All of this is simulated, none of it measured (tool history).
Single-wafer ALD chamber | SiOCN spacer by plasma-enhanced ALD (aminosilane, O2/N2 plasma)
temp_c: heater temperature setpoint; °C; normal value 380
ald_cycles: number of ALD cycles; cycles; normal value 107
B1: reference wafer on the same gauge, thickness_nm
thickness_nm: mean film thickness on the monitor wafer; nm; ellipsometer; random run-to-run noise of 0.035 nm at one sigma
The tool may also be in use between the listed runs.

run 1 hour=0.0 | temp_c=380 ald_cycles=107 | B1=5.248 | thickness_nm=6.445
run 2 hour=13.0 | temp_c=380 ald_cycles=107 | B1=5.238 | thickness_nm=6.422
run 3 hour=46.2 | temp_c=380 ald_cycles=107 | B1=5.228 | thickness_nm=6.372
run 4 hour=100.6 | temp_c=380 ald_cycles=107 | B1=5.205 | thickness_nm=6.415
run 5 hour=115.5 | temp_c=380 ald_cycles=107 | B1=5.212 | thickness_nm=6.410
run 6 hour=144.2 | temp_c=380 ald_cycles=100 | B1=5.197 | thickness_nm=5.948
run 7 hour=169.5 | temp_c=380 ald_cycles=100 | B1=5.181 | thickness_nm=5.933
run 8 hour=186.4 | temp_c=380 ald_cycles=100 | B1=5.175 | thickness_nm=5.954
run 9 hour=219.5 | temp_c=380 ald_cycles=102 | B1=5.162 | thickness_nm=6.014
run 10 hour=243.4 | temp_c=380 ald_cycles=102 | B1=5.160 | thickness_nm=6.017
run 11 hour=272.2 | temp_c=380 ald_cycles=102 | B1=5.127 | thickness_nm=5.977
-- hour=309.0 gauge calibrated
run 12 hour=358.6 | temp_c=386 ald_cycles=107 | B1=5.373 | thickness_nm=6.607
run 13 hour=376.2 | temp_c=386 ald_cycles=107 | B1=5.361 | thickness_nm=6.632
run 14 hour=404.1 | temp_c=371 ald_cycles=93 | B1=5.373 | thickness_nm=5.670
run 15 hour=440.0 | temp_c=380 ald_cycles=99 | B1=5.361 | thickness_nm=6.154
run 16 hour=453.5 | temp_c=380 ald_cycles=99 | B1=5.361 | thickness_nm=6.146
run 17 hour=471.7 | temp_c=371 ald_cycles=124 | B1=5.373 | thickness_nm=7.724
-- hour=480.2 thermocouple changed; heater temperature recalibrated
run 18 hour=491.7 | temp_c=369 ald_cycles=107 | B1=5.363 | thickness_nm=6.587
run 19 hour=519.6 | temp_c=380 ald_cycles=107 | B1=5.360 | thickness_nm=6.582
run 20 hour=540.0 | temp_c=390 ald_cycles=115 | B1=5.352 | thickness_nm=7.031
run 21 hour=555.2 | temp_c=380 ald_cycles=107 | B1=5.349 | thickness_nm=6.604
run 22 hour=568.8 | temp_c=380 ald_cycles=107 | B1=5.356 | thickness_nm=6.572
run 23 hour=589.2 | temp_c=365 ald_cycles=122 | B1=5.343 | thickness_nm=7.452
run 24 hour=617.6 | temp_c=380 ald_cycles=107 | B1=5.346 | thickness_nm=6.516
run 25 hour=648.2 | temp_c=389 ald_cycles=87 | B1=5.345 | thickness_nm=5.328
run 26 hour=728.4 | temp_c=380 ald_cycles=100 | B1=5.325 | thickness_nm=6.204
run 27 hour=762.5 | temp_c=387 ald_cycles=89 | B1=5.313 | thickness_nm=5.462
run 28 hour=775.2 | temp_c=384 ald_cycles=116 | B1=5.325 | thickness_nm=7.064
run 29 hour=788.0 | temp_c=369 ald_cycles=126 | B1=5.308 | thickness_nm=7.690
run 30 hour=803.9 | temp_c=386 ald_cycles=120 | B1=5.301 | thickness_nm=7.340
run 31 hour=835.0 | temp_c=380 ald_cycles=107 | B1=5.299 | thickness_nm=6.541
run 32 hour=857.1 | temp_c=371 ald_cycles=113 | B1=5.297 | thickness_nm=6.916

What if the next run were any one of these 3? Each begins from the tool's condition after run 32:
run A hour=857.7 | temp_c=380 ald_cycles=121 | B1=? | thickness_nm=?
run B hour=857.7 | temp_c=365 ald_cycles=90 | B1=? | thickness_nm=?
run C hour=857.7 | temp_c=366 ald_cycles=117 | B1=? | thickness_nm=?

run=A B1=5.291 thickness_nm=7.364
run=B B1=5.291 thickness_nm=5.477
run=C B1=5.291 thickness_nm=7.120
Stripped of hidden state, with their random variation kept, the same runs would have yielded:
run=A thickness_nm=7.448
run=B thickness_nm=5.540
run=C thickness_nm=7.202
